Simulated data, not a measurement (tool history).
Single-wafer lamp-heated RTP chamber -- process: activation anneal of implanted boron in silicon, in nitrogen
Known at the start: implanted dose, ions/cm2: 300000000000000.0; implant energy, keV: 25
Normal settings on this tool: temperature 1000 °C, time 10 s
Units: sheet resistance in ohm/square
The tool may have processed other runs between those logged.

run	hour	temperature	time	wafers since the last listed run	wafers since the last pyrometer calibration	wafers since the reflector plate was cleaned	hours since the gauge calibration	read-back reference wafer on the same gauge, sheet resistance	sheet resistance
1	0.0	1000	10	0	320	2956	59.6	357.75	339.37
2	19.4	1000	10	377	698	3334	79.0	358.16	339.88
3	40.2	1000	10	404	1103	3739	99.8	358.01	338.14
4	67.3	987	14	527	1630	4267	126.9	358.44	343.07
5	91.1	987	14	463	2093	4730	150.7	357.80	340.72
# hour 106.2: reflector plate cleaned
6	129.7	987	14	595	2689	457	189.3	357.96	343.42
7	159.5	1000	10	580	3269	1037	219.1	358.13	338.32
8	187.4	1000	10	543	3813	1580	247.0	358.19	338.63
9	215.5	1000	10	547	4360	2127	275.1	358.08	337.71
10	228.0	1000	10	243	4603	2371	287.6	357.95	336.51
11	253.2	983	10	490	5094	2861	312.8	358.26	344.85
12	269.9	976	10	325	5419	3186	329.5	357.95	347.63
13	294.8	1000	13	484	5903	3671	354.4	357.95	333.68
# hour 299.4: gauge calibrated
# hour 304.4: pyrometer window cleaned and pyrometer calibrated
14	319.5	992	14	325	293	3996	20.1	357.97	339.26
# hour 346.2: reflector plate cleaned
15	350.9	1008	13	455	749	92	51.5	358.33	335.57
16	372.3	1030	13	416	1165	509	72.9	358.35	333.26
17	398.2	1000	10	504	1670	1013	98.8	357.94	339.58
18	415.5	1000	10	336	2006	1350	116.1	358.01	339.54
19	450.0	973	14	671	2678	2021	150.6	357.89	355.75
20	483.8	1000	10	658	3336	2679	184.4	358.08	338.19
21	507.4	1000	10	459	3796	3139	208.0	357.76	338.52
22	525.1	1024	13	344	4140	3483	225.7	357.87	332.07

Run 23 is up next; what results do you expect?
23	552.3	1000	7	529	4670	4013	252.9	?	?

read-back reference wafer on the same gauge, sheet resistance: 357.80
sheet resistance: 338.71 ohm/square
With no hidden state in the tool, this same run would have given sheet resistance 345.35 ohm/square.
